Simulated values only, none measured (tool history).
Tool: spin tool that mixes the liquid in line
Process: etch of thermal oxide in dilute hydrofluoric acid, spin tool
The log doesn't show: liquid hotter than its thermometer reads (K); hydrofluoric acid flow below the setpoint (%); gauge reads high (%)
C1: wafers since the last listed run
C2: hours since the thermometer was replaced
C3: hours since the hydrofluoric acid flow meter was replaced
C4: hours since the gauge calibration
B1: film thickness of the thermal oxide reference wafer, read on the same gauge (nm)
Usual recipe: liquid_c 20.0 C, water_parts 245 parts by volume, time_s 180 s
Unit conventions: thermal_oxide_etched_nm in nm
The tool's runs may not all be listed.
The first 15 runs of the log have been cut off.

Run 16, hour 1395.2: usual settings but water_parts 175 parts by volume, time_s 230 s; C1 464; C2 1319.8; C3 740.3; C4 227.4; B1 80.136. Result: thermal_oxide_etched_nm 4.274 nm.
Run 17, hour 1500.7: usual settings; C1 475; C2 1425.3; C3 845.8; C4 332.9; B1 80.161. Result: thermal_oxide_etched_nm 2.222 nm.
Run 18, hour 1568.9: usual settings but time_s 240 s; C1 307; C2 1493.5; C3 914.0; C4 401.1; B1 80.198. Result: thermal_oxide_etched_nm 3.016 nm.
Run 19, hour 1674.0: usual settings but liquid_c 17.0 C, water_parts 345 parts by volume; C1 473; C2 1598.6; C3 1019.1; C4 506.2; B1 80.240. Result: thermal_oxide_etched_nm 1.283 nm.
Run 20, hour 1759.5: usual settings but water_parts 155 parts by volume; C1 385; C2 1684.1; C3 1104.6; C4 591.7; B1 80.284. Result: thermal_oxide_etched_nm 3.927 nm.
Run 21, hour 1815.0: usual settings; C1 250; C2 1739.6; C3 1160.1; C4 647.2; B1 80.326. Result: thermal_oxide_etched_nm 2.296 nm.
At hour 1836.2: hydrofluoric acid flow meter replaced.
Run 22, hour 1903.8: usual settings but liquid_c 17.0 C, time_s 255 s; C1 395; C2 1828.4; C3 67.6; C4 736.0; B1 80.389. Result: thermal_oxide_etched_nm 2.818 nm.
Run 23, hour 1976.9: usual settings; C1 329; C2 1901.5; C3 140.7; C4 809.1; B1 80.461. Result: thermal_oxide_etched_nm 2.222 nm.
Run 24, hour 2059.8: usual settings but liquid_c 18.0 C; C1 373; C2 1984.4; C3 223.6; C4 892.0; B1 80.491. Result: thermal_oxide_etched_nm 2.083 nm.
At hour 2137.9: thermometer replaced.
Run 25, hour 2166.4: usual settings but liquid_c 21.5 C, water_parts 360 parts by volume, time_s 115 s; C1 475; C2 28.5; C3 330.2; C4 998.6; B1 80.580. Result: thermal_oxide_etched_nm 0.934 nm.
Run 26, hour 2486.1: usual settings but liquid_c 23.0 C, time_s 115 s; C1 1440; C2 348.2; C3 649.9; C4 1318.3; B1 80.935. Result: thermal_oxide_etched_nm 1.628 nm.
Run 27, hour 2549.9: usual settings but time_s 115 s; C1 287; C2 412.0; C3 713.7; C4 1382.1; B1 81.023. Result: thermal_oxide_etched_nm 1.460 nm.
Run 28, hour 2645.1: usual settings but time_s 145 s; C1 428; C2 507.2; C3 808.9; C4 1477.3; B1 81.170. Result: thermal_oxide_etched_nm 1.846 nm.
Run 29, hour 2744.0: usual settings but time_s 80 s; C1 445; C2 606.1; C3 907.8; C4 1576.2; B1 81.321. Result: thermal_oxide_etched_nm 1.020 nm.
At hour 2760.3: hydrofluoric acid flow meter replaced.
Run 30, hour 2832.3: usual settings but time_s 270 s; C1 393; C2 694.4; C3 72.0; C4 1664.5; B1 81.444. Result: thermal_oxide_etched_nm 3.397 nm.
Run 31, hour 2924.1: usual settings but time_s 150 s; C1 413; C2 786.2; C3 163.8; C4 1756.3; B1 81.576. Result: thermal_oxide_etched_nm 1.892 nm.
Run 32, hour 3013.1: usual settings but liquid_c 17.5 C, water_parts 285 parts by volume, time_s 130 s; C1 401; C2 875.2; C3 252.8; C4 1845.3; B1 81.748. Result: thermal_oxide_etched_nm 1.244 nm.

5 ways to go on from here, each from the tool as it stands after run 32. What would each give?
Run A, hour 3013.6: usual settings; C1 2; C2 875.7; C3 253.3; C4 1845.8; B1 ?. Result: thermal_oxide_etched_nm ?.
Run B, hour 3013.6: usual settings but liquid_c 22.0 C, water_parts 285 parts by volume; C1 2; C2 875.7; C3 253.3; C4 1845.8; B1 ?. Result: thermal_oxide_etched_nm ?.
Run C, hour 3013.6: usual settings but liquid_c 18.5 C, water_parts 155 parts by volume; C1 2; C2 875.7; C3 253.3; C4 1845.8; B1 ?. Result: thermal_oxide_etched_nm ?.
Run D, hour 3013.6: usual settings but water_parts 340 parts by volume, time_s 135 s; C1 2; C2 875.7; C3 253.3; C4 1845.8; B1 ?. Result: thermal_oxide_etched_nm ?.
Run E, hour 3013.6: usual settings but liquid_c 25.0 C, water_parts 320 parts by volume, time_s 215 s; C1 2; C2 875.7; C3 253.3; C4 1845.8; B1 ?. Result: thermal_oxide_etched_nm ?.

run      B1  thermal_oxide_etched_nm
  A  81.760                    2.275
  B  81.760                    2.027
  C  81.760                    3.700
  D  81.760                    1.129
  E  81.760                    2.315
Without the tool's unlogged condition, the same runs would have read:
run  thermal_oxide_etched_nm
  A                    2.226
  B                    1.984
  C                    3.621
  D                    1.105
  E                    2.266

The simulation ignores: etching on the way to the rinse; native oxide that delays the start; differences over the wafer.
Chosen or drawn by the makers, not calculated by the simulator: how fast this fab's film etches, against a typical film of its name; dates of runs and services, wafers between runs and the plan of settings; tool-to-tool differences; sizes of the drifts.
